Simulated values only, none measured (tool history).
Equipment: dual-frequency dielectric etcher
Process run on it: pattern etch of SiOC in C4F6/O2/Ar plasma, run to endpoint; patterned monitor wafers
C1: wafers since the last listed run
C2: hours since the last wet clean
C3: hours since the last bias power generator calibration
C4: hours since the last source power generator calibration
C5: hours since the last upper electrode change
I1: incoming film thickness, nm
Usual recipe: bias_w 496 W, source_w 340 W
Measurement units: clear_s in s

run 1 hour=0.0 | bias_w=496 source_w=300 | C1=0 C2=132.9 C3=2020.6 C4=1036.9 C5=1325.2 | I1=52.2 | clear_s=19.1
run 2 hour=65.4 | bias_w=496 source_w=300 | C1=949 C2=198.3 C3=2086.0 C4=1102.3 C5=1390.6 | I1=52.6 | clear_s=19.3
run 3 hour=147.2 | bias_w=496 source_w=290 | C1=1187 C2=280.1 C3=2167.8 C4=1184.1 C5=1472.4 | I1=53.0 | clear_s=19.9
run 4 hour=245.0 | bias_w=496 source_w=290 | C1=1419 C2=377.9 C3=2265.6 C4=1281.9 C5=1570.2 | I1=52.6 | clear_s=19.7
-- hour=269.6 wet clean of the chamber
run 5 hour=350.7 | bias_w=496 source_w=290 | C1=1186 C2=81.1 C3=2371.3 C4=1387.6 C5=1675.9 | I1=53.4 | clear_s=19.6
run 6 hour=399.5 | bias_w=453 source_w=310 | C1=708 C2=129.9 C3=2420.1 C4=1436.4 C5=1724.7 | I1=53.0 | clear_s=19.5
run 7 hour=444.4 | bias_w=453 source_w=310 | C1=651 C2=174.8 C3=2465.0 C4=1481.3 C5=1769.6 | I1=52.3 | clear_s=19.3
run 8 hour=541.2 | bias_w=496 source_w=340 | C1=1405 C2=271.6 C3=2561.8 C4=1578.1 C5=1866.4 | I1=52.8 | clear_s=18.3
run 9 hour=628.4 | bias_w=415 source_w=380 | C1=1265 C2=358.8 C3=2649.0 C4=1665.3 C5=1953.6 | I1=53.1 | clear_s=18.4
-- hour=645.1 source power generator calibrated
-- hour=664.7 wet clean of the chamber
run 10 hour=721.8 | bias_w=496 source_w=340 | C1=1013 C2=57.1 C3=2742.4 C4=76.7 C5=2047.0 | I1=53.0 | clear_s=18.3
run 11 hour=827.5 | bias_w=496 source_w=340 | C1=1534 C2=162.8 C3=2848.1 C4=182.4 C5=2152.7 | I1=52.8 | clear_s=18.3
-- hour=862.3 bias power generator calibrated
run 12 hour=865.3 | bias_w=496 source_w=340 | C1=490 C2=200.6 C3=3.0 C4=220.2 C5=2190.5 | I1=53.0 | clear_s=18.3

What will run 13 give?
-- hour=963.2 upper electrode replaced
run 13 hour=972.7 | bias_w=426 source_w=340 | C1=1210 C2=308.0 C3=110.4 C4=327.6 C5=9.5 | I1=52.5 | clear_s=?

Run 13 measured clear_s 19.1 s.
Take away the tool's hidden state, keep the run-to-run variation as it was, and the same run would have given clear_s 18.9 s.

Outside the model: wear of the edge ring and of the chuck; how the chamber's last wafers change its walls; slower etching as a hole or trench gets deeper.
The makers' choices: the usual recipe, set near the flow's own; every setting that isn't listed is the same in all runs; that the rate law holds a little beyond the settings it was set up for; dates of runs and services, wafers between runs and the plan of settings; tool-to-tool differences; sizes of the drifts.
